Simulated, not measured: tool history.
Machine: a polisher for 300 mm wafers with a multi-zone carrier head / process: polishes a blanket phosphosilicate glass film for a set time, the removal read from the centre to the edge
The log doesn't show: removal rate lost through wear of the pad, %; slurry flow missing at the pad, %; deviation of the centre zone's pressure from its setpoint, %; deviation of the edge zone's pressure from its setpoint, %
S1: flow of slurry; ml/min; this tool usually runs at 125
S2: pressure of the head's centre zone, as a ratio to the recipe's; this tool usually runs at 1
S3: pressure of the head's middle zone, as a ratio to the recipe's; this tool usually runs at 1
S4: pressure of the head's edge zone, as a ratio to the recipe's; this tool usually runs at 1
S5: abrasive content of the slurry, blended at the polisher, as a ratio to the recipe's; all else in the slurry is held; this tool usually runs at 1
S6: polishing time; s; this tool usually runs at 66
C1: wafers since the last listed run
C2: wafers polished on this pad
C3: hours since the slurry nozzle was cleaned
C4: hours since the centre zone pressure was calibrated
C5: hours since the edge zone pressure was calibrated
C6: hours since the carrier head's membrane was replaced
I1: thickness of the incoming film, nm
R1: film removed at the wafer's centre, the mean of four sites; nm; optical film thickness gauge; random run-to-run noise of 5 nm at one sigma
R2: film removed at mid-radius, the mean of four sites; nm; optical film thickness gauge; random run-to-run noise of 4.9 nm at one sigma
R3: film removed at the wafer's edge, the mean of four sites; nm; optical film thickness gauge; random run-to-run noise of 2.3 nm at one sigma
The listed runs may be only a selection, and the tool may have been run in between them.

run    day   S1    S2    S3    S4    S5  S6   C1   C2     C3      C4     C5     C6      I1     R1     R2     R3
  1      0  125     1     1   0.9  0.75  66    0  947  454.2  1148.6  189.9    124  4780.5    267  257.3  250.7
     0.271  -- worn pad replaced by a new one
     0.308  -- centre zone pressure recalibrated
  2  0.521  155     1     1     1     1  78   59   39  466.7     5.1  202.4  136.5  4763.6  418.8  404.7  409.7
  3  0.954  125     1     1     1     1  66   80  120  477.1    15.5  212.8  146.9  4748.3  330.8    318  325.9
  4  1.612  125     1  0.94     1     1  66  122  242  492.9    31.3  228.6  162.7  4830.2    319  301.2  320.1
  5  1.925  165  0.94     1     1     1  66   58  300  500.4    38.8  236.1  170.2  4821.9  326.9  319.7  322.9
  6  2.471  125     1     1     1     1  79  101  402  513.5    51.9  249.2  183.3  4770.2  367.9  367.3  371.3
     2.696  -- slurry nozzle cleaned
  7  2.804  125  0.95     1     1     1  66   54  456    2.6    59.9  257.2  191.3  4801.7  297.9  305.2  304.6
  8  3.325  125  0.96     1  0.91     1  66   96  553   15.1    72.4  269.7  203.8  4800.7  290.8  298.5  288.1
  9  3.617  125     1   1.1     1   1.1  66   54  608   22.1    79.4  276.7  210.8    4765  309.6  341.4  311.4
 10  4.058  125     1     1  1.03     1  66   82  690   32.7      90  287.3  221.4  4725.9  294.6  298.8  306.6
 11  4.654  125     1     1     1  0.85  66  110  801     47   104.3  301.6  235.7  4759.6  274.7  266.5  276.4
 12  5.033  140  1.08  0.89     1     1  44   70  871   56.1   113.4  310.7  244.8  4779.6  215.1  181.3  200.7
 13  5.404  125     1  0.93     1     1  66   69  940     65   122.3  319.6  253.7  4808.4  298.4  273.1  294.9
     5.488  -- edge zone pressure recalibrated
     5.579  -- worn pad replaced by a new one
 14  5.758  140     1     1  0.94     1  75   33   33   73.5   130.8    6.5  262.2  4781.8  403.8  389.1  380.7
 15  6.354   90     1     1     1     1  66  110  144   87.8   145.1   20.8  276.5  4760.5  306.6  301.3  311.3
 16  6.646  125     1     1     1     1  66   54  198   94.8   152.1   27.8  283.5  4769.8  330.3  321.4  320.1
 17  7.154  125     1     1     1     1  66   94  293    107   164.3     40  295.7  4782.2    317    314    314
 18  7.629  125  0.88  1.07     1     1  66   88  381  118.4   175.7   51.4  307.1  4766.5  279.9  326.8  307.4
 19  7.938  125     1  0.88  0.91     1  44   57  438  125.8   183.1   58.8  314.5  4705.4  203.3    183  195.9
 20  8.438   80  0.95     1     1     1  66   93  532  137.8   195.1   70.8  326.5  4786.5  270.6    280  287.5
 21  9.179  125     1     1     1     1  66  138  670  155.6   212.9   88.6  344.3  4763.9  302.4  299.7  298.4

Branching from run 21: 5 alternative next runs. What would each branch give?
  A  9.196  125     1     1    1     1  87   3  673  156  213.3  89  344.7  4745.2   ?   ?   ?
  B  9.196  145     1     1  0.9     1  66   3  673  156  213.3  89  344.7  4745.2   ?   ?   ?
  C  9.196  125  0.94  0.89    1  1.15  66   3  673  156  213.3  89  344.7  4745.2   ?   ?   ?
  D  9.196  160     1     1    1     1  66   3  673  156  213.3  89  344.7  4745.2   ?   ?   ?
  E  9.196  125     1     1    1   0.9  85   3  673  156  213.3  89  344.7  4745.2   ?   ?   ?

run     R1     R2     R3
  A    391  381.8  397.5
  B  304.7  296.6  292.5
  C  300.3  280.6  320.2
  D  309.8    301  309.9
  E  364.5  355.9  370.5
Take away the tool's hidden state, keep each run's random variation, and the runs would have read:
run     R1     R2     R3
  A  448.7  438.1  456.1
  B  349.6  340.3  335.6
  C  344.6  321.9  367.4
  D  355.5  345.3  355.6
  E  418.3  408.4  425.2

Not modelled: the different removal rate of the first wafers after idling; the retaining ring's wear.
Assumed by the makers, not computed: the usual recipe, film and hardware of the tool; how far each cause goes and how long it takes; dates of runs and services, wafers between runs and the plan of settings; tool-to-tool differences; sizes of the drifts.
